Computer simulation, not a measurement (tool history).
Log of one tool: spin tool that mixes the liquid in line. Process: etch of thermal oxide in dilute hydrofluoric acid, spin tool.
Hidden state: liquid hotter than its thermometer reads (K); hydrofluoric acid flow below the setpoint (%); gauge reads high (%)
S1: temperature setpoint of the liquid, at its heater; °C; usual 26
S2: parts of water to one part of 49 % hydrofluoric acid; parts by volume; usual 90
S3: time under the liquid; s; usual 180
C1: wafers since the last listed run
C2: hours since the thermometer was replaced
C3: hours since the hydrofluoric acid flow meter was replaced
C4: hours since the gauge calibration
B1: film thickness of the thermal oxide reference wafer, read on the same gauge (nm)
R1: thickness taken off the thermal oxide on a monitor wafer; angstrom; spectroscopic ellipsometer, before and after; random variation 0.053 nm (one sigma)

run   hour  S1   S2   S3   C1      C2      C3     C4     B1    R1
  1      0  26   90  180    0  1925.2  1703.1  144.1  69.98  95.5
  2   52.2  26   90  180  276  1977.4  1755.3  196.3  70.02  94.6
  3   92.7  26   90  180  214  2017.9  1795.8  236.8  70.01  94.1
  4  129.2  26  105  180  193  2054.4  1832.3  273.3  69.98  78.3
  5  174.5  26   90  120  239  2099.7  1877.6  318.6  69.99  63.3
  6  245.8  26   90  120  377    2171  1948.9  389.9  70.01  63.2
  7  283.2  26   90  180  197  2208.4  1986.3  427.3  70.02  95.2
  8  309.9  26   90  180  141  2235.1    2013    454  70.01  94.9
  9  361.9  26   90  180  275  2287.1    2065    506     70  94.6
 10  393.4  24  115  215  166  2318.6  2096.5  537.5  69.99  79.5
 11    432  26   65   75  204  2357.2  2135.1  576.1     70    57

Run 12 comes next. What will it give?
     470.1  -- hydrofluoric acid flow meter replaced
 12  502.2  26  90  180  366  2427.4  32.1  646.3   ?   ?

Run 12 gave B1 69.98, R1 101.7 angstrom.
Without the tool's hidden state the same run would have given R1 92.2 angstrom.
